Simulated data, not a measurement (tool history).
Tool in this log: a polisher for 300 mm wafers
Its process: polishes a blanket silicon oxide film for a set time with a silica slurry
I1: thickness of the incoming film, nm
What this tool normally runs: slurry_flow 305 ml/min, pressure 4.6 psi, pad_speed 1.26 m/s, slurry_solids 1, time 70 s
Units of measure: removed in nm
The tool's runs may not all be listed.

{"run": 1, "hour": 0.0, "slurry_flow": 305, "pressure": 4.6, "pad_speed": 1.26, "slurry_solids": 0.9, "time": 70, "I1": 982.9, "removed": 229.8}
{"run": 2, "hour": 39.1, "slurry_flow": 305, "pressure": 4.6, "pad_speed": 1.26, "slurry_solids": 1.2, "time": 70, "I1": 993.9, "removed": 253.3}
{"run": 3, "hour": 90.8, "slurry_flow": 305, "pressure": 4.6, "pad_speed": 1.26, "slurry_solids": 1, "time": 60, "I1": 973.1, "removed": 196.5}
{"run": 4, "hour": 149.6, "slurry_flow": 305, "pressure": 4.6, "pad_speed": 1.26, "slurry_solids": 1, "time": 60, "I1": 1003.6, "removed": 186.6}
{"run": 5, "hour": 173.8, "slurry_flow": 305, "pressure": 4.6, "pad_speed": 1.26, "slurry_solids": 1, "time": 60, "I1": 1005.3, "removed": 186.5}
{"run": 6, "hour": 203.7, "slurry_flow": 250, "pressure": 3.7, "pad_speed": 1.26, "slurry_solids": 1, "time": 70, "I1": 996.1, "removed": 169.7}
{"hour": 217.9, "done": "slurry nozzle cleaned"}
{"run": 7, "hour": 258.7, "slurry_flow": 305, "pressure": 4.6, "pad_speed": 0.88, "slurry_solids": 1, "time": 58, "I1": 993.9, "removed": 146.3}
{"hour": 301.6, "done": "slurry blender recalibrated"}
{"hour": 309.4, "done": "worn pad replaced by a new one"}
{"run": 8, "hour": 327.8, "slurry_flow": 305, "pressure": 5.4, "pad_speed": 1.26, "slurry_solids": 0.9, "time": 70, "I1": 994.6, "removed": 248}
{"hour": 332.3, "done": "conditioning disc replaced and pad reconditioned"}
{"run": 9, "hour": 380.5, "slurry_flow": 305, "pressure": 4.6, "pad_speed": 1.26, "slurry_solids": 1, "time": 70, "I1": 991.3, "removed": 241.9}
{"run": 10, "hour": 421.2, "slurry_flow": 275, "pressure": 3.6, "pad_speed": 1.52, "slurry_solids": 1, "time": 70, "I1": 1003.6, "removed": 223.3}
{"run": 11, "hour": 456.7, "slurry_flow": 305, "pressure": 4.6, "pad_speed": 1.4, "slurry_solids": 1.15, "time": 70, "I1": 980.9, "removed": 270.2}
{"run": 12, "hour": 503.4, "slurry_flow": 240, "pressure": 4.6, "pad_speed": 1.26, "slurry_solids": 1, "time": 70, "I1": 987.4, "removed": 216.1}
{"run": 13, "hour": 548.2, "slurry_flow": 275, "pressure": 4.6, "pad_speed": 1.26, "slurry_solids": 1, "time": 53, "I1": 983.3, "removed": 165.2}
{"hour": 570.7, "done": "slurry nozzle cleaned"}
{"run": 14, "hour": 597.3, "slurry_flow": 235, "pressure": 4.6, "pad_speed": 0.94, "slurry_solids": 1, "time": 70, "I1": 1004.2, "removed": 181.5}
{"hour": 622.6, "done": "head pressure recalibrated"}
{"hour": 632.6, "done": "slurry blender recalibrated"}
{"run": 15, "hour": 637.3, "slurry_flow": 250, "pressure": 3.7, "pad_speed": 1.26, "slurry_solids": 1, "time": 70, "I1": 980.4, "removed": 193}
{"hour": 650.7, "done": "worn pad replaced by a new one"}
{"hour": 673.7, "done": "conditioning disc replaced and pad reconditioned"}
{"run": 16, "hour": 689.7, "slurry_flow": 305, "pressure": 4.6, "pad_speed": 1.26, "slurry_solids": 1, "time": 57, "I1": 1000.8, "removed": 205.6}
{"run": 17, "hour": 720.7, "slurry_flow": 305, "pressure": 4.6, "pad_speed": 1.62, "slurry_solids": 1, "time": 70, "I1": 977.4, "removed": 301.8}
{"run": 18, "hour": 771.2, "slurry_flow": 305, "pressure": 4.6, "pad_speed": 1.68, "slurry_solids": 1, "time": 70, "I1": 995.2, "removed": 299.2}
{"run": 19, "hour": 818.4, "slurry_flow": 305, "pressure": 4.6, "pad_speed": 1.56, "slurry_solids": 0.9, "time": 70, "I1": 981.1, "removed": 265.1}
{"run": 20, "hour": 847.7, "slurry_flow": 305, "pressure": 4.6, "pad_speed": 1.26, "slurry_solids": 1, "time": 70, "I1": 1002.2, "removed": 231.5}
{"hour": 875.5, "done": "slurry nozzle cleaned"}
{"run": 21, "hour": 892.6, "slurry_flow": 305, "pressure": 4.6, "pad_speed": 1.4, "slurry_solids": 1.15, "time": 70, "I1": 988.9, "removed": 274.6}
{"run": 22, "hour": 921.8, "slurry_flow": 360, "pressure": 4.6, "pad_speed": 1.26, "slurry_solids": 1.2, "time": 84, "I1": 995.3, "removed": 311.9}
{"hour": 943.6, "done": "worn pad replaced by a new one"}
{"run": 23, "hour": 982.7, "slurry_flow": 305, "pressure": 4.6, "pad_speed": 1.26, "slurry_solids": 1, "time": 70, "I1": 1000.3, "removed": 234.1}
{"hour": 997.3, "done": "slurry blender recalibrated"}
{"run": 24, "hour": 1006.7, "slurry_flow": 305, "pressure": 4.6, "pad_speed": 1.52, "slurry_solids": 1, "time": 70, "I1": 995.8, "removed": 268.3}

Here are 5 independent what-if runs from the current tool condition. What would each one return?
{"run": "A", "hour": 1007.1, "slurry_flow": 305, "pressure": 4.6, "pad_speed": 1.26, "slurry_solids": 1, "time": 70, "I1": 1006.6, "removed": "?"}
{"run": "B", "hour": 1007.1, "slurry_flow": 200, "pressure": 3.8, "pad_speed": 1.48, "slurry_solids": 1, "time": 61, "I1": 1006.6, "removed": "?"}
{"run": "C", "hour": 1007.1, "slurry_flow": 305, "pressure": 4.6, "pad_speed": 1.14, "slurry_solids": 1, "time": 70, "I1": 1006.6, "removed": "?"}
{"run": "D", "hour": 1007.1, "slurry_flow": 410, "pressure": 4.1, "pad_speed": 1.26, "slurry_solids": 1, "time": 70, "I1": 1006.6, "removed": "?"}
{"run": "E", "hour": 1007.1, "slurry_flow": 410, "pressure": 5.2, "pad_speed": 1.26, "slurry_solids": 1, "time": 70, "I1": 1006.6, "removed": "?"}

run=A removed=232.7
run=B removed=185.3
run=C removed=216.2
run=D removed=218.1
run=E removed=263.7
What these runs would have given with no unlogged condition in the tool:
run=A removed=253.1
run=B removed=202.3
run=C removed=233.6
run=D removed=235.2
run=E removed=288.5
